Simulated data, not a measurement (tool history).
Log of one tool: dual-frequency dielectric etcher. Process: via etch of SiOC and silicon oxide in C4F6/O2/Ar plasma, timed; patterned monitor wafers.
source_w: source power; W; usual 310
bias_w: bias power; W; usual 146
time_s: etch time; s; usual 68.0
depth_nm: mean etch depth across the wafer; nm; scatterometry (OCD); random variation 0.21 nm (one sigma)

run    hour  source_w  bias_w  time_s  wafers since the last listed run  hours since the last wet clean  hours since the last source power generator calibration  hours since the last bias power generator calibration  hours since the last upper electrode change  hours since the gauge calibration  read-back reference wafer on the same gauge, depth_nm  depth_nm
  1     0.0       310     146    68.0                                 0                           251.3                                                   3676.7                                                 1309.2                                       3143.2                                6.5                                                   65.3      65.6
  2    70.5       310     146    68.0                               787                           321.8                                                   3747.2                                                 1379.7                                       3213.7                               77.0                                                   65.2      65.1
  3   119.2       310     146    74.0                               543                           370.5                                                   3795.9                                                 1428.4                                       3262.4                              125.7                                                   65.3      71.5
  4   160.4       310     146    74.0                               460                           411.7                                                   3837.1                                                 1469.6                                       3303.6                              166.9                                                   65.3      71.3
  5   253.1       340     146    68.0                              1035                           504.4                                                   3929.8                                                 1562.3                                       3396.3                              259.6                                                   65.1      68.1
      312.7  -- wet clean of the chamber
  6   313.2       310     146    68.0                               403                             0.5                                                   3989.9                                                 1622.4                                       3456.4                              319.7                                                   65.2      66.1
  7   360.6       310     146    68.0                               529                            47.9                                                   4037.3                                                 1669.8                                       3503.8                              367.1                                                   65.2      65.8
  8   466.5       310     146    68.0                              1182                           153.8                                                   4143.2                                                 1775.7                                       3609.7                              473.0                                                   65.2      65.3
  9   513.8       310     146    68.0                               528                           201.1                                                   4190.5                                                 1823.0                                       3657.0                              520.3                                                   65.1      65.5
      601.1  -- upper electrode replaced
 10   607.6       310     146    68.0                               779                           294.9                                                   4284.3                                                 1916.8                                          6.5                              614.1                                                   65.3      65.7
 11   713.1       310     146    68.0                              1177                           400.4                                                   4389.8                                                 2022.3                                        112.0                              719.6                                                   65.2      65.6
      720.7  -- source power generator calibrated
 12   791.4       350     146    68.0                               829                           478.7                                                     70.7                                                 2100.6                                        190.3                              797.9                                                   65.2      69.1
      830.4  -- wet clean of the chamber
      848.4  -- bias power generator calibrated
 13   874.1       240     167    49.5                               610                            43.7                                                    153.4                                                   25.7                                        273.0                              880.6                                                   65.2      46.8
 14   924.1       310     146    53.5                               558                            93.7                                                    203.4                                                   75.7                                        323.0                              930.6                                                   65.1      52.1
 15   966.1       260     122    79.0                               468                           135.7                                                    245.4                                                  117.7                                        365.0                              972.6                                                   65.1      65.4
 16  1045.8       370     164    53.5                               889                           215.4                                                    325.1                                                  197.4                                        444.7                             1052.3                                                   65.3      59.3
 17  1111.6       250     137    50.0                               734                           281.2                                                    390.9                                                  263.2                                        510.5                             1118.1                                                   65.2      43.2
     1259.0  -- gauge calibrated
     1338.0  -- wet clean of the chamber
 18  1424.7       380     146    68.0                              3227                            86.7                                                    704.0                                                  576.3                                        823.6                              165.7                                                   65.2      70.7
 19  1524.1       310     176    74.5                              1109                           186.1                                                    803.4                                                  675.7                                        923.0                              265.1                                                   65.1      79.0
 20  1575.4       310     146    68.0                               572                           237.4                                                    854.7                                                  727.0                                        974.3                              316.4                                                   65.2      66.1
 21  1638.2       310     146    68.0                               701                           300.2                                                    917.5                                                  789.8                                       1037.1                              379.2                                                   65.2      65.5
 22  1718.9       370     164    53.5                               901                           380.9                                                    998.2                                                  870.5                                       1117.8                              459.9                                                   65.2      58.6
 23  1775.8       310     146    68.0                               635                           437.8                                                   1055.1                                                  927.4                                       1174.7                              516.8                                                   65.1      65.5
 24  1860.1       270     146    68.0                               941                           522.1                                                   1139.4                                                 1011.7                                       1259.0                              601.1                                                   65.3      62.2
     1933.9  -- wet clean of the chamber
 25  1934.4       310     146    82.5                               561                             0.5                                                   1213.7                                                 1086.0                                       1333.3                              675.4                                                   65.3      79.3

Forecast each of these 3 alternatives for the next run:
  A  1934.8       330     146    68.0                                 4                             0.9                                                   1214.1                                                 1086.4                                       1333.7                              675.8                                                      ?         ?
  B  1934.8       390     146    68.0                                 4                             0.9                                                   1214.1                                                 1086.4                                       1333.7                              675.8                                                      ?         ?
  C  1934.8       310     146    79.0                                 4                             0.9                                                   1214.1                                                 1086.4                                       1333.7                              675.8                                                      ?         ?

run  read-back reference wafer on the same gauge, depth_nm  depth_nm
  A                                                   65.2      66.9
  B                                                   65.2      71.4
  C                                                   65.2      75.9
Without the tool's hidden state the same runs would have given:
run  depth_nm
  A      68.0
  B      72.5
  C      77.1
